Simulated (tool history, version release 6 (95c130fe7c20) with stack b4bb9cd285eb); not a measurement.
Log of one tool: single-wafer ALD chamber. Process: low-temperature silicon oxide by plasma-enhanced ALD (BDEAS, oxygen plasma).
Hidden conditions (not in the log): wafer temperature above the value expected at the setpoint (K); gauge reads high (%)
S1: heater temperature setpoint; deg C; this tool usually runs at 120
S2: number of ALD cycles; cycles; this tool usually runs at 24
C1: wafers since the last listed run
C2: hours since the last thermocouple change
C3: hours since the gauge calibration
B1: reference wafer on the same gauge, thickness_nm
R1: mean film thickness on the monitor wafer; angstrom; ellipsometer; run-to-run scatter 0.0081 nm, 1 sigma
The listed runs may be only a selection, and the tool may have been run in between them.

Run 1, hour 0: usual settings; C1 0; C2 2886.3; C3 81.1; B1 3.653. Result: R1 32.34 angstrom.
Run 2, hour 6.9: usual settings; C1 58; C2 2893.2; C3 88; B1 3.65. Result: R1 32.29 angstrom.
Run 3, hour 13.8: usual settings; C1 58; C2 2900.1; C3 94.9; B1 3.653. Result: R1 32.42 angstrom.
Run 4, hour 20.2: usual settings but S1 109 deg C, S2 26 cycles; C1 54; C2 2906.5; C3 101.3; B1 3.652. Result: R1 35.7 angstrom.
Run 5, hour 36: usual settings; C1 134; C2 2922.3; C3 117.1; B1 3.652. Result: R1 32.36 angstrom.
Run 6, hour 53.7: usual settings; C1 150; C2 2940; C3 134.8; B1 3.65. Result: R1 32.31 angstrom.
At hour 65.5: thermocouple changed; heater temperature recalibrated.
Run 7, hour 70.7: usual settings; C1 76; C2 5.2; C3 151.8; B1 3.648. Result: R1 32.37 angstrom.
At hour 78.1: gauge calibrated.
Run 8, hour 87.3: usual settings; C1 141; C2 21.8; C3 9.2; B1 3.649. Result: R1 32.31 angstrom.
Run 9, hour 99.7: usual settings; C1 105; C2 34.2; C3 21.6; B1 3.648. Result: R1 32.31 angstrom.
Run 10, hour 108.5: usual settings but S1 110 deg C, S2 27 cycles; C1 74; C2 43; C3 30.4; B1 3.652. Result: R1 36.89 angstrom.
Run 11, hour 117.5: usual settings; C1 76; C2 52; C3 39.4; B1 3.653. Result: R1 32.34 angstrom.
Run 12, hour 124.8: usual settings but S1 116 deg C; C1 62; C2 59.3; C3 46.7; B1 3.65. Result: R1 32.61 angstrom.
Run 13, hour 135.4: usual settings but S1 128 deg C, S2 23 cycles; C1 90; C2 69.9; C3 57.3; B1 3.65. Result: R1 30.48 angstrom.
Run 14, hour 152.1: usual settings but S1 107 deg C, S2 27 cycles; C1 141; C2 86.6; C3 74; B1 3.65. Result: R1 37.27 angstrom.
Run 15, hour 165.6: usual settings but S2 20 cycles; C1 114; C2 100.1; C3 87.5; B1 3.65. Result: R1 26.9 angstrom.
Run 16, hour 174.9: usual settings but S1 109 deg C, S2 21 cycles; C1 79; C2 109.4; C3 96.8; B1 3.651. Result: R1 28.78 angstrom.

What differs in the tool's unlogged condition from the final listed run ahead of each entry between runs to the first listed run following it?
Run 6 -> run 7: thermocouple changed; heater temperature recalibrated (hour 65.5)
  both runs share identical hidden conditions
Run 7 -> run 8: gauge calibrated (hour 78.1)
  both runs share identical hidden conditions
